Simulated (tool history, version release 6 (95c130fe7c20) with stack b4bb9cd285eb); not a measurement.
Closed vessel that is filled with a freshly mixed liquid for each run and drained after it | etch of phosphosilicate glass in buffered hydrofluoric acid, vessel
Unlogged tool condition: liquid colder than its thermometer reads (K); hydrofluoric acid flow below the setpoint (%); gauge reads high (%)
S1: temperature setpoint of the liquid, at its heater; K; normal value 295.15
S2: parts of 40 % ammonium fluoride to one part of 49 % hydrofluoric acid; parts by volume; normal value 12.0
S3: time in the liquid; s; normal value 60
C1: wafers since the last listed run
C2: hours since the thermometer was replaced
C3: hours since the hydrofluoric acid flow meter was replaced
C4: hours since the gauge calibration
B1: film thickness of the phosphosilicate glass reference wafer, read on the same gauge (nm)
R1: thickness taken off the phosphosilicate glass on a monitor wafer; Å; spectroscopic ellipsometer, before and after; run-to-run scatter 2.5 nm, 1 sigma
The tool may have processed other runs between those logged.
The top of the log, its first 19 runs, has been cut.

Run 20, hour 1323.3: usual settings but S3 80 s; C1 7884; C2 415.4; C3 983.5; C4 186.7; B1 50.02. Result: R1 3539.3 Å.
Run 21, hour 1537.9: usual settings but S1 299.65 K, S2 10.5 parts by volume, S3 80 s; C1 27469; C2 630.0; C3 1198.1; C4 401.3; B1 49.97. Result: R1 5055.7 Å.
Run 22, hour 1565.7: usual settings but S1 296.65 K, S2 7.5 parts by volume, S3 40 s; C1 3558; C2 657.8; C3 1225.9; C4 429.1; B1 50.02. Result: R1 2950.6 Å.
Run 23, hour 1624.2: usual settings but S1 291.15 K; C1 7488; C2 716.3; C3 1284.4; C4 487.6; B1 50.02. Result: R1 2040.6 Å.
Run 24, hour 1686.0: usual settings but S1 293.15 K, S2 9.5 parts by volume; C1 7910; C2 778.1; C3 1346.2; C4 549.4; B1 50.02. Result: R1 2867.3 Å.
Run 25, hour 1712.2: usual settings; C1 3353; C2 804.3; C3 1372.4; C4 575.6; B1 49.98. Result: R1 2577.3 Å.
Run 26, hour 1739.5: usual settings but S1 296.65 K, S2 16.0 parts by volume, S3 75 s; C1 3494; C2 831.6; C3 1399.7; C4 602.9; B1 50.00. Result: R1 2599.2 Å.
At hour 1748.3: hydrofluoric acid flow meter replaced.
Run 27, hour 1791.2: usual settings but S2 9.0 parts by volume; C1 6489; C2 883.3; C3 42.9; C4 654.6; B1 50.02. Result: R1 3242.5 Å.
Run 28, hour 1858.3: usual settings but S1 297.15 K; C1 8588; C2 950.4; C3 110.0; C4 721.7; B1 50.01. Result: R1 2819.7 Å.
At hour 1896.3: thermometer replaced.
Run 29, hour 1907.9: usual settings but S1 299.15 K, S2 13.5 parts by volume, S3 90 s; C1 6220; C2 11.6; C3 159.6; C4 771.3; B1 49.99. Result: R1 4570.9 Å.
Run 30, hour 1957.1: usual settings; C1 6297; C2 60.8; C3 208.8; C4 820.5; B1 50.02. Result: R1 2770.5 Å.
Run 31, hour 2137.8: usual settings but S1 292.15 K, S3 75 s; C1 23130; C2 241.5; C3 389.5; C4 1001.2; B1 50.01. Result: R1 2893.0 Å.
Run 32, hour 2204.1: usual settings but S1 292.65 K, S2 13.5 parts by volume; C1 8486; C2 307.8; C3 455.8; C4 1067.5; B1 50.03. Result: R1 2105.6 Å.
Run 33, hour 2275.9: usual settings but S1 298.15 K; C1 9190; C2 379.6; C3 527.6; C4 1139.3; B1 49.99. Result: R1 3168.6 Å.

Alternative continuations, all from the tool just after run 33; predict every row:
Run A, hour 2276.6: usual settings; C1 89; C2 380.3; C3 528.3; C4 1140.0; B1 ?. Result: R1 ?.
Run B, hour 2276.6: usual settings but S1 291.15 K, S3 30 s; C1 89; C2 380.3; C3 528.3; C4 1140.0; B1 ?. Result: R1 ?.
Run C, hour 2276.6: usual settings but S2 14.5 parts by volume; C1 89; C2 380.3; C3 528.3; C4 1140.0; B1 ?. Result: R1 ?.

run     B1      R1
  A  50.03  2684.3
  B  50.03  1071.8
  C  50.03  2229.8
With the hidden condition removed and each run's random variation left untouched, the same runs would have given:
run      R1
  A  2775.0
  B  1109.0
  C  2305.2
